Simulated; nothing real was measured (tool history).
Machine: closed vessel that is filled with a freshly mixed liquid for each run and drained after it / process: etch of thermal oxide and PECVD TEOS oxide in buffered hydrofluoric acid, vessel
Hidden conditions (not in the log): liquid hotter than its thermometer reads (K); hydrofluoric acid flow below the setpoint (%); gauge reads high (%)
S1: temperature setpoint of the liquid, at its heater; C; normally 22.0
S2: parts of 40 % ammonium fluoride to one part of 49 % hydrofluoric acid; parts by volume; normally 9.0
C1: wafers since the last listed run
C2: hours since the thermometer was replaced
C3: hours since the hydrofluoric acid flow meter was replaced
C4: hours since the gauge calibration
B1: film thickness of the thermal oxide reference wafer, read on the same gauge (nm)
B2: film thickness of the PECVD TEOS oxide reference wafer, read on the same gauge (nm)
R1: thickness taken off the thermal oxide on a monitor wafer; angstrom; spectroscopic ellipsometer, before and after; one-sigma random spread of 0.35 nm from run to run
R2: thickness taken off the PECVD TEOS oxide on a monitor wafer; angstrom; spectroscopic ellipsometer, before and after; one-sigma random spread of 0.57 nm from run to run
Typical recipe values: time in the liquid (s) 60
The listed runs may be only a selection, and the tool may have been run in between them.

Run 1, hour 0.0: usual settings but S2 6.5 parts by volume, time in the liquid (s) 80; C1 0; C2 584.8; C3 244.8; C4 1874.0; B1 70.05; B2 140.00. Result: R1 1232.9 angstrom, R2 1228.6 angstrom.
At hour 18.9: thermometer replaced.
Run 2, hour 88.3: usual settings; C1 12370; C2 69.4; C3 333.1; C4 1962.3; B1 69.98; B2 140.01. Result: R1 625.2 angstrom, R2 630.5 angstrom.
Run 3, hour 145.1: usual settings; C1 8048; C2 126.2; C3 389.9; C4 2019.1; B1 69.98; B2 140.00. Result: R1 620.9 angstrom, R2 634.1 angstrom.
Run 4, hour 241.6: usual settings; C1 13673; C2 222.7; C3 486.4; C4 2115.6; B1 69.94; B2 140.01. Result: R1 626.3 angstrom, R2 626.9 angstrom.
Run 5, hour 323.5: usual settings; C1 11605; C2 304.6; C3 568.3; C4 2197.5; B1 70.02; B2 139.98. Result: R1 628.5 angstrom, R2 626.6 angstrom.
Run 6, hour 386.5: usual settings; C1 8926; C2 367.6; C3 631.3; C4 2260.5; B1 70.02; B2 140.03. Result: R1 629.7 angstrom, R2 640.7 angstrom.
Run 7, hour 445.5: usual settings; C1 8360; C2 426.6; C3 690.3; C4 2319.5; B1 69.98; B2 139.99. Result: R1 630.5 angstrom, R2 641.5 angstrom.
At hour 447.9: hydrofluoric acid flow meter replaced.
Run 8, hour 527.3: usual settings but S1 24.5 C, S2 11.0 parts by volume, time in the liquid (s) 30; C1 11449; C2 508.4; C3 79.4; C4 2401.3; B1 69.99; B2 140.00. Result: R1 321.4 angstrom, R2 322.9 angstrom.
Run 9, hour 611.9: usual settings but S1 26.0 C; C1 11987; C2 593.0; C3 164.0; C4 2485.9; B1 70.03; B2 140.00. Result: R1 834.9 angstrom, R2 834.9 angstrom.
At hour 637.3: thermometer replaced.
Run 10, hour 696.8: usual settings but S1 19.5 C, S2 11.5 parts by volume, time in the liquid (s) 30; C1 11888; C2 59.5; C3 248.9; C4 2570.8; B1 70.06; B2 140.04. Result: R1 218.2 angstrom, R2 217.1 angstrom.
Run 11, hour 735.6: usual settings but S1 17.0 C, S2 12.5 parts by volume, time in the liquid (s) 40; C1 5497; C2 98.3; C3 287.7; C4 2609.6; B1 70.04; B2 140.00. Result: R1 230.8 angstrom, R2 228.3 angstrom.
Run 12, hour 799.3: usual settings but S2 10.0 parts by volume, time in the liquid (s) 30; C1 9026; C2 162.0; C3 351.4; C4 2673.3; B1 69.95; B2 140.00. Result: R1 281.8 angstrom, R2 288.2 angstrom.
Run 13, hour 884.6: usual settings but S1 24.5 C, S2 6.5 parts by volume, time in the liquid (s) 85; C1 12086; C2 247.3; C3 436.7; C4 2758.6; B1 69.99; B2 140.02. Result: R1 1377.2 angstrom, R2 1416.3 angstrom.
Run 14, hour 988.8: usual settings but S1 26.5 C, time in the liquid (s) 75; C1 14764; C2 351.5; C3 540.9; C4 2862.8; B1 70.01; B2 140.01. Result: R1 997.4 angstrom, R2 999.7 angstrom.
At hour 1057.9: gauge calibrated.
Run 15, hour 1087.5: usual settings but S1 24.0 C, S2 11.0 parts by volume, time in the liquid (s) 30; C1 13985; C2 450.2; C3 639.6; C4 29.6; B1 69.99; B2 140.00. Result: R1 285.8 angstrom, R2 286.0 angstrom.
Run 16, hour 1136.0: usual settings; C1 6872; C2 498.7; C3 688.1; C4 78.1; B1 70.00; B2 139.99. Result: R1 618.6 angstrom, R2 635.1 angstrom.
Run 17, hour 1230.5: usual settings; C1 13390; C2 593.2; C3 782.6; C4 172.6; B1 69.99; B2 140.01. Result: R1 625.3 angstrom, R2 621.4 angstrom.
At hour 1235.5: thermometer replaced.
At hour 1243.9: hydrofluoric acid flow meter replaced.
Run 18, hour 1272.5: usual settings but S1 18.0 C, time in the liquid (s) 45; C1 5667; C2 37.0; C3 28.6; C4 214.6; B1 69.97; B2 140.02. Result: R1 376.2 angstrom, R2 384.8 angstrom.
Run 19, hour 1314.0: usual settings but S1 18.5 C, time in the liquid (s) 40; C1 5880; C2 78.5; C3 70.1; C4 256.1; B1 69.99; B2 140.00. Result: R1 344.2 angstrom, R2 344.1 angstrom.
Run 20, hour 1412.8: usual settings but S2 6.5 parts by volume, time in the liquid (s) 80; C1 13999; C2 177.3; C3 168.9; C4 354.9; B1 69.96; B2 140.04. Result: R1 1183.8 angstrom, R2 1155.3 angstrom.
Run 21, hour 1505.6: usual settings but S1 18.0 C, S2 11.0 parts by volume; C1 13149; C2 270.1; C3 261.7; C4 447.7; B1 69.97; B2 140.03. Result: R1 431.5 angstrom, R2 431.3 angstrom.
Run 22, hour 1601.8: usual settings but time in the liquid (s) 90; C1 13631; C2 366.3; C3 357.9; C4 543.9; B1 69.96; B2 139.96. Result: R1 950.0 angstrom, R2 956.2 angstrom.
Run 23, hour 1646.3: usual settings but S1 26.5 C; C1 6305; C2 410.8; C3 402.4; C4 588.4; B1 70.04; B2 139.99. Result: R1 814.0 angstrom, R2 804.4 angstrom.
Run 24, hour 1722.0: usual settings but S1 20.5 C, S2 10.0 parts by volume, time in the liquid (s) 80; C1 10726; C2 486.5; C3 478.1; C4 664.1; B1 70.01; B2 140.01. Result: R1 719.1 angstrom, R2 734.7 angstrom.
Run 25, hour 1763.4: usual settings but S1 18.5 C, S2 8.0 parts by volume; C1 5866; C2 527.9; C3 519.5; C4 705.5; B1 69.96; B2 140.01. Result: R1 575.9 angstrom, R2 589.5 angstrom.
Run 26, hour 1871.1: usual settings but S1 19.5 C, S2 6.0 parts by volume; C1 15260; C2 635.6; C3 627.2; C4 813.2; B1 70.01; B2 140.00. Result: R1 827.3 angstrom, R2 833.1 angstrom.

Exercise: give the hidden state of the tool at every run:
gauge reads high (%): 0, the same for each run
H1: liquid hotter than its thermometer reads (K)
H2: hydrofluoric acid flow below the setpoint (%)
run     H1    H2
  1   1.38  3.73
  2  0.353  4.91
  3  0.479  5.67
  4  0.694  6.95
  5  0.877  8.04
  6   1.02  8.88
  7   1.15  9.67
  8   1.33  2.48
  9   1.52  3.61
 10  0.197  4.74
 11  0.283  5.26
 12  0.425   6.1
 13  0.615  7.24
 14  0.846  8.63
 15   1.07  9.95
 16   1.17  10.6
 17   1.38  11.9
 18  0.134   1.2
 19  0.226  1.75
 20  0.446  3.07
 21  0.652  4.31
 22  0.867  5.59
 23  0.966  6.18
 24   1.13  7.19
 25   1.23  7.74
 26   1.47  9.18
